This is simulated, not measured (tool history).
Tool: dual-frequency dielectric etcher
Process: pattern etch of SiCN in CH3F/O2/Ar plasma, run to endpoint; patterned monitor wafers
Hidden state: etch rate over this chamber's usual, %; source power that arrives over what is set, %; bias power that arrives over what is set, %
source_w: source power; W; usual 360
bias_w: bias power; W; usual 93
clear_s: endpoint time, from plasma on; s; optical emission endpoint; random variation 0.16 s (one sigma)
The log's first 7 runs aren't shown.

run,hour,source_w,bias_w,wafers since the last listed run,hours since the last wet clean,hours since the last source power generator calibration,hours since the last bias power generator calibration,hours since the last upper electrode change,"incoming incoming film thickness, nm",clear_s
8,197.8,400,101,691,145.6,108.3,4092.5,4056.5,11.01,23.7
9,226.3,360,93,347,174.1,136.8,4121,4085,10.98,26
10,244.1,340,93,217,191.9,154.6,4138.8,4102.8,10.88,26.3
11,262.4,280,93,223,210.2,172.9,4157.1,4121.1,10.95,30.1
12,280.4,340,79,219,228.2,190.9,4175.1,4139.1,10.93,28.2
13,303.5,310,87,281,251.3,214,4198.2,4162.2,10.83,28.5
14,323.1,440,85,239,270.9,233.6,4217.8,4181.8,10.89,23.3
15,352.4,410,101,357,300.2,262.9,4247.1,4211.1,10.86,22.6
16,377.8,310,85,309,325.6,288.3,4272.5,4236.5,10.88,28.5
# hour 382.4: bias power generator calibrated
17,413.7,360,93,389,361.5,324.2,31.3,4272.4,10.85,25
18,446.2,360,93,396,394,356.7,63.8,4304.9,10.9,24.8
19,463.5,450,110,211,411.3,374,81.1,4322.2,10.93,20.6
# hour 520.6: upper electrode replaced
20,521.1,300,75,410,468.9,431.6,138.7,0.5,10.88,30.7
21,521.4,360,93,3,469.2,431.9,139,0.8,10.91,24.7
# hour 546.6: wet clean of the chamber
22,547.1,400,80,20,0.5,457.6,164.7,26.5,10.84,25.8
23,563.7,360,93,202,17.1,474.2,181.3,43.1,10.94,25.7
24,585,280,74,259,38.4,495.5,202.6,64.4,10.9,33.5
25,620.3,360,93,430,73.7,530.8,237.9,99.7,11.07,26.3
26,637.3,430,105,207,90.7,547.8,254.9,116.7,10.91,22
27,670.4,290,93,403,123.8,580.9,288,149.8,10.98,29.4
28,706,400,72,434,159.4,616.5,323.6,185.4,10.9,26.3
29,731.9,400,101,316,185.3,642.4,349.5,211.3,10.97,23.2
30,748.6,430,74,203,202,659.1,366.2,228,10.79,25.2
31,783.9,390,85,430,237.3,694.4,401.5,263.3,10.88,25
32,811.2,430,80,333,264.6,721.7,428.8,290.6,10.99,24.3

The next listed run, before its measurement:
33,840.7,360,93,360,294.1,751.2,458.3,320.1,10.92,?

clear_s: 25.3 s
Without the tool's hidden state the same run would have given clear_s 26 s.

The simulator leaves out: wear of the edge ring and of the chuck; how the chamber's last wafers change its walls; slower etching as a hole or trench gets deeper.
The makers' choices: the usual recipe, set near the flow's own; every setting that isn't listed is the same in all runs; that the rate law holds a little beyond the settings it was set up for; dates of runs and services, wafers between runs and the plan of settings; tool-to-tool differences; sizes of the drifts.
